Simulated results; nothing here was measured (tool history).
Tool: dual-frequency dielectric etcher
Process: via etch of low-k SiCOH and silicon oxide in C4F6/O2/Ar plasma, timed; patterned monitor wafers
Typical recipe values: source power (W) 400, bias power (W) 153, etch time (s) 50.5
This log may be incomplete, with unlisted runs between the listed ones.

run	day	source power (W)	bias power (W)	etch time (s)	read-back reference wafer on the same gauge, depth_nm	mean etch depth across the wafer (Å)
1	0.000	450	179	50.5	127.1	1342
2	1.883	450	179	50.5	127.2	1331
# day 6.192: wet clean of the chamber
3	6.212	400	153	57.5	126.9	1341
4	9.979	400	153	57.5	127.0	1340
5	13.921	400	153	57.5	127.0	1355
6	18.062	400	153	55.5	126.9	1316
7	19.908	480	175	50.5	127.0	1331
8	22.250	480	175	50.5	126.9	1331
9	26.050	400	153	55.0	126.9	1327
10	28.242	400	153	55.0	127.2	1333
11	29.942	400	153	55.0	127.1	1323
# day 32.871: wet clean of the chamber
12	34.188	400	153	41.5	126.7	972
# day 37.358: gauge calibrated
13	37.375	400	153	41.5	126.8	962
14	40.029	400	153	50.5	126.9	1179
15	42.471	300	153	40.5	127.0	864
16	45.712	300	142	50.5	127.1	1060
17	47.346	400	174	50.5	127.1	1247
18	50.421	360	117	57.0	127.0	1224
# day 50.925: source power generator calibrated
19	54.404	500	153	50.5	127.1	1321
# day 57.242: upper electrode replaced
20	58.092	480	175	50.5	126.8	1351
# day 59.158: wet clean of the chamber
21	62.362	400	132	50.5	126.9	1123
# day 64.083: bias power generator calibrated
22	65.650	400	153	61.0	126.9	1432
23	70.454	480	153	50.5	127.0	1262
24	74.692	400	153	50.5	127.0	1201
25	76.488	400	168	50.5	126.9	1238
26	78.112	370	175	36.0	127.2	862
# day 80.358: wet clean of the chamber
27	80.450	460	153	46.0	126.8	1124
28	83.346	400	153	50.5	126.9	1167
29	86.475	400	180	42.0	126.8	1037

Measured minus without-hidden-state, run by run (identical run-to-run variation in each term; gauge scatter may differ):
What the log doesn't record here: etch rate over this chamber's usual, %; source power that arrives over what is set, %; bias power that arrives over what is set, %; gauge reads high (%).
run	mean etch depth across the wafer (Å)
1	+47
2	+51
3	+0
4	+11
5	+21
6	+32
7	+37
8	+42
9	+52
10	+58
11	+61
12	+2
13	+9
14	+17
15	+17
16	+27
17	+36
18	+42
19	+56
20	+66
21	-4
22	+6
23	+17
24	+25
25	+31
26	+24
27	-4
28	+4
29	+9
